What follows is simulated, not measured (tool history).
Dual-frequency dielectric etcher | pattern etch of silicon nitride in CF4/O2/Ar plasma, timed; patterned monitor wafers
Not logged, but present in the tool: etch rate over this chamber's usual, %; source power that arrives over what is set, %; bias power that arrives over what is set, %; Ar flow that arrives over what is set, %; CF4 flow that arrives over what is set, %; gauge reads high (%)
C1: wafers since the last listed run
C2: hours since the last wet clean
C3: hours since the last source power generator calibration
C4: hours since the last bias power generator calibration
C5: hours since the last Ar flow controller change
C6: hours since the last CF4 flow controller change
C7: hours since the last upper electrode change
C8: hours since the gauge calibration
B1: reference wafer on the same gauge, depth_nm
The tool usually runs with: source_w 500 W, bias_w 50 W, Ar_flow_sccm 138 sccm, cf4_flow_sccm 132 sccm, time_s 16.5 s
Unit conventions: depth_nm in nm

Run 1, hour 0.0: usual settings; C1 0; C2 57.2; C3 4.1; C4 2452.1; C5 2060.9; C6 18.9; C7 2561.1; C8 856.2; B1 26.82. Result: depth_nm 30.30 nm.
At hour 4.2: gauge calibrated.
At hour 21.1: Ar flow controller replaced.
Run 2, hour 30.3: usual settings; C1 456; C2 87.5; C3 34.4; C4 2482.4; C5 9.2; C6 49.2; C7 2591.4; C8 26.1; B1 26.81. Result: depth_nm 30.40 nm.
Run 3, hour 49.3: usual settings but bias_w 46 W; C1 356; C2 106.5; C3 53.4; C4 2501.4; C5 28.2; C6 68.2; C7 2610.4; C8 45.1; B1 26.82. Result: depth_nm 29.35 nm.
Run 4, hour 62.2: usual settings but source_w 450 W, Ar_flow_sccm 109 sccm; C1 242; C2 119.4; C3 66.3; C4 2514.3; C5 41.1; C6 81.1; C7 2623.3; C8 58.0; B1 26.80. Result: depth_nm 27.53 nm.
Run 5, hour 76.7: usual settings but cf4_flow_sccm 116 sccm; C1 272; C2 133.9; C3 80.8; C4 2528.8; C5 55.6; C6 95.6; C7 2637.8; C8 72.5; B1 26.83. Result: depth_nm 29.21 nm.
At hour 127.8: upper electrode replaced, of another model than before.
Run 6, hour 128.3: usual settings but Ar_flow_sccm 114 sccm; C1 517; C2 185.5; C3 132.4; C4 2580.4; C5 107.2; C6 147.2; C7 0.5; C8 124.1; B1 26.80. Result: depth_nm 30.57 nm.
Run 7, hour 128.6: usual settings; C1 5; C2 185.8; C3 132.7; C4 2580.7; C5 107.5; C6 147.5; C7 0.8; C8 124.4; B1 26.82. Result: depth_nm 30.14 nm.
Run 8, hour 136.4: usual settings; C1 146; C2 193.6; C3 140.5; C4 2588.5; C5 115.3; C6 155.3; C7 8.6; C8 132.2; B1 26.79. Result: depth_nm 30.13 nm.
At hour 162.6: bias power generator calibrated.
Run 9, hour 167.4: usual settings; C1 506; C2 224.6; C3 171.5; C4 4.8; C5 146.3; C6 186.3; C7 39.6; C8 163.2; B1 26.80. Result: depth_nm 30.06 nm.
Run 10, hour 192.0: usual settings but source_w 390 W, time_s 19.0 s; C1 461; C2 249.2; C3 196.1; C4 29.4; C5 170.9; C6 210.9; C7 64.2; C8 187.8; B1 26.80. Result: depth_nm 20.40 nm.
Run 11, hour 217.3: usual settings but source_w 610 W, bias_w 59 W, time_s 21.0 s; C1 474; C2 274.5; C3 221.4; C4 54.7; C5 196.2; C6 236.2; C7 89.5; C8 213.1; B1 26.81. Result: depth_nm 55.37 nm.
Run 12, hour 251.9: usual settings; C1 649; C2 309.1; C3 256.0; C4 89.3; C5 230.8; C6 270.8; C7 124.1; C8 247.7; B1 26.80. Result: depth_nm 29.98 nm.
Run 13, hour 285.4: usual settings but source_w 550 W, bias_w 42 W; C1 628; C2 342.6; C3 289.5; C4 122.8; C5 264.3; C6 304.3; C7 157.6; C8 281.2; B1 26.81. Result: depth_nm 33.37 nm.
Run 14, hour 310.0: usual settings but Ar_flow_sccm 112 sccm; C1 461; C2 367.2; C3 314.1; C4 147.4; C5 288.9; C6 328.9; C7 182.2; C8 305.8; B1 26.81. Result: depth_nm 30.24 nm.
Run 15, hour 328.6: usual settings but source_w 600 W, Ar_flow_sccm 116 sccm; C1 349; C2 385.8; C3 332.7; C4 166.0; C5 307.5; C6 347.5; C7 200.8; C8 324.4; B1 26.78. Result: depth_nm 40.57 nm.
At hour 382.0: wet clean of the chamber.
Run 16, hour 382.5: usual settings but source_w 380 W, Ar_flow_sccm 169 sccm; C1 561; C2 0.5; C3 386.6; C4 219.9; C5 361.4; C6 401.4; C7 254.7; C8 378.3; B1 26.79. Result: depth_nm 16.48 nm.
Run 17, hour 393.5: usual settings but source_w 600 W, bias_w 59 W, Ar_flow_sccm 160 sccm, time_s 15.0 s; C1 206; C2 11.5; C3 397.6; C4 230.9; C5 372.4; C6 412.4; C7 265.7; C8 389.3; B1 26.82. Result: depth_nm 38.88 nm.
Run 18, hour 416.9: usual settings; C1 439; C2 34.9; C3 421.0; C4 254.3; C5 395.8; C6 435.8; C7 289.1; C8 412.7; B1 26.81. Result: depth_nm 30.23 nm.
Run 19, hour 429.0: usual settings but time_s 12.5 s; C1 227; C2 47.0; C3 433.1; C4 266.4; C5 407.9; C6 447.9; C7 301.2; C8 424.8; B1 26.81. Result: depth_nm 23.07 nm.
Run 20, hour 460.8: usual settings but Ar_flow_sccm 158 sccm; C1 596; C2 78.8; C3 464.9; C4 298.2; C5 439.7; C6 479.7; C7 333.0; C8 456.6; B1 26.80. Result: depth_nm 29.97 nm.

Hidden state, per run?
source power that arrives over what is set, %: 0 at every run
bias power that arrives over what is set, %: 0 at every run
Ar flow that arrives over what is set, %: 0 at every run
CF4 flow that arrives over what is set, %: 0 at every run
gauge reads high (%): 0 at every run
H1: etch rate over this chamber's usual, %
run       H1
  1   -0.276
  2   -0.519
  3   -0.671
  4   -0.774
  5    -0.89
  6     -1.3
  7    -1.31
  8    -1.37
  9    -1.62
 10    -1.81
 11    -2.02
 12    -2.29
 13    -2.56
 14    -2.76
 15    -2.91
 16    0.207
 17    0.119
 18  -0.0684
 19   -0.165
 20    -0.42
